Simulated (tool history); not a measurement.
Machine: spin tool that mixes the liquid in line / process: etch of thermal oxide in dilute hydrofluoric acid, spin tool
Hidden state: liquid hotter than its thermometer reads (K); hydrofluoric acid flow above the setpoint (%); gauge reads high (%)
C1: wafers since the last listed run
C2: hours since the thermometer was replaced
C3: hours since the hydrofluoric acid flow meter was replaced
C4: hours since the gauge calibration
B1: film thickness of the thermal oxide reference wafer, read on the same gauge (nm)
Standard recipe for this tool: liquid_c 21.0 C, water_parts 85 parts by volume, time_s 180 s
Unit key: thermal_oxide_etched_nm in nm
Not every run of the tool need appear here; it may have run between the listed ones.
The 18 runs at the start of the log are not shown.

run 19 hour=914.8 | liquid_c=21.0 water_parts=85 time_s=180 | C1=265 C2=1407.2 C3=546.1 C4=57.7 | B1=30.00 | thermal_oxide_etched_nm=9.15
run 20 hour=969.4 | liquid_c=23.0 water_parts=100 time_s=150 | C1=415 C2=1461.8 C3=600.7 C4=112.3 | B1=29.99 | thermal_oxide_etched_nm=6.87
run 21 hour=1010.2 | liquid_c=21.0 water_parts=85 time_s=180 | C1=310 C2=1502.6 C3=641.5 C4=153.1 | B1=30.02 | thermal_oxide_etched_nm=9.10
run 22 hour=1061.8 | liquid_c=17.0 water_parts=85 time_s=180 | C1=392 C2=1554.2 C3=693.1 C4=204.7 | B1=29.99 | thermal_oxide_etched_nm=7.79
run 23 hour=1112.0 | liquid_c=21.0 water_parts=85 time_s=275 | C1=382 C2=1604.4 C3=743.3 C4=254.9 | B1=29.99 | thermal_oxide_etched_nm=14.00
run 24 hour=1146.4 | liquid_c=17.5 water_parts=70 time_s=135 | C1=261 C2=1638.8 C3=777.7 C4=289.3 | B1=30.01 | thermal_oxide_etched_nm=7.34
-- hour=1174.7 thermometer replaced
run 25 hour=1212.8 | liquid_c=21.0 water_parts=85 time_s=180 | C1=497 C2=38.1 C3=844.1 C4=355.7 | B1=30.03 | thermal_oxide_etched_nm=8.83
run 26 hour=1238.3 | liquid_c=18.0 water_parts=60 time_s=95 | C1=194 C2=63.6 C3=869.6 C4=381.2 | B1=30.02 | thermal_oxide_etched_nm=6.02
run 27 hour=1282.8 | liquid_c=21.0 water_parts=85 time_s=180 | C1=338 C2=108.1 C3=914.1 C4=425.7 | B1=29.98 | thermal_oxide_etched_nm=8.82
run 28 hour=1310.0 | liquid_c=21.0 water_parts=85 time_s=180 | C1=207 C2=135.3 C3=941.3 C4=452.9 | B1=30.02 | thermal_oxide_etched_nm=8.90
run 29 hour=1362.9 | liquid_c=21.0 water_parts=105 time_s=180 | C1=402 C2=188.2 C3=994.2 C4=505.8 | B1=30.01 | thermal_oxide_etched_nm=6.99
run 30 hour=1388.9 | liquid_c=21.0 water_parts=120 time_s=180 | C1=197 C2=214.2 C3=1020.2 C4=531.8 | B1=30.01 | thermal_oxide_etched_nm=6.06
run 31 hour=1458.0 | liquid_c=23.0 water_parts=110 time_s=250 | C1=525 C2=283.3 C3=1089.3 C4=600.9 | B1=29.98 | thermal_oxide_etched_nm=10.06
run 32 hour=1512.5 | liquid_c=25.0 water_parts=85 time_s=285 | C1=414 C2=337.8 C3=1143.8 C4=655.4 | B1=29.99 | thermal_oxide_etched_nm=16.54
run 33 hour=1541.9 | liquid_c=21.0 water_parts=55 time_s=230 | C1=223 C2=367.2 C3=1173.2 C4=684.8 | B1=30.00 | thermal_oxide_etched_nm=18.40

Here are 5 independent what-if runs from the current tool condition. What would each one return?
run A hour=1542.4 | liquid_c=21.0 water_parts=85 time_s=180 | C1=3 C2=367.7 C3=1173.7 C4=685.3 | B1=? | thermal_oxide_etched_nm=?
run B hour=1542.4 | liquid_c=22.5 water_parts=85 time_s=120 | C1=3 C2=367.7 C3=1173.7 C4=685.3 | B1=? | thermal_oxide_etched_nm=?
run C hour=1542.4 | liquid_c=25.5 water_parts=120 time_s=215 | C1=3 C2=367.7 C3=1173.7 C4=685.3 | B1=? | thermal_oxide_etched_nm=?
run D hour=1542.4 | liquid_c=21.0 water_parts=60 time_s=180 | C1=3 C2=367.7 C3=1173.7 C4=685.3 | B1=? | thermal_oxide_etched_nm=?
run E hour=1542.4 | liquid_c=21.0 water_parts=70 time_s=180 | C1=3 C2=367.7 C3=1173.7 C4=685.3 | B1=? | thermal_oxide_etched_nm=?

run=A B1=29.99 thermal_oxide_etched_nm=8.93
run=B B1=29.99 thermal_oxide_etched_nm=6.33
run=C B1=29.99 thermal_oxide_etched_nm=8.66
run=D B1=29.99 thermal_oxide_etched_nm=13.03
run=E B1=29.99 thermal_oxide_etched_nm=11.04
Without the tool's unlogged condition, the same runs would have read:
run=A thermal_oxide_etched_nm=8.85
run=B thermal_oxide_etched_nm=6.27
run=C thermal_oxide_etched_nm=8.59
run=D thermal_oxide_etched_nm=12.92
run=E thermal_oxide_etched_nm=10.94

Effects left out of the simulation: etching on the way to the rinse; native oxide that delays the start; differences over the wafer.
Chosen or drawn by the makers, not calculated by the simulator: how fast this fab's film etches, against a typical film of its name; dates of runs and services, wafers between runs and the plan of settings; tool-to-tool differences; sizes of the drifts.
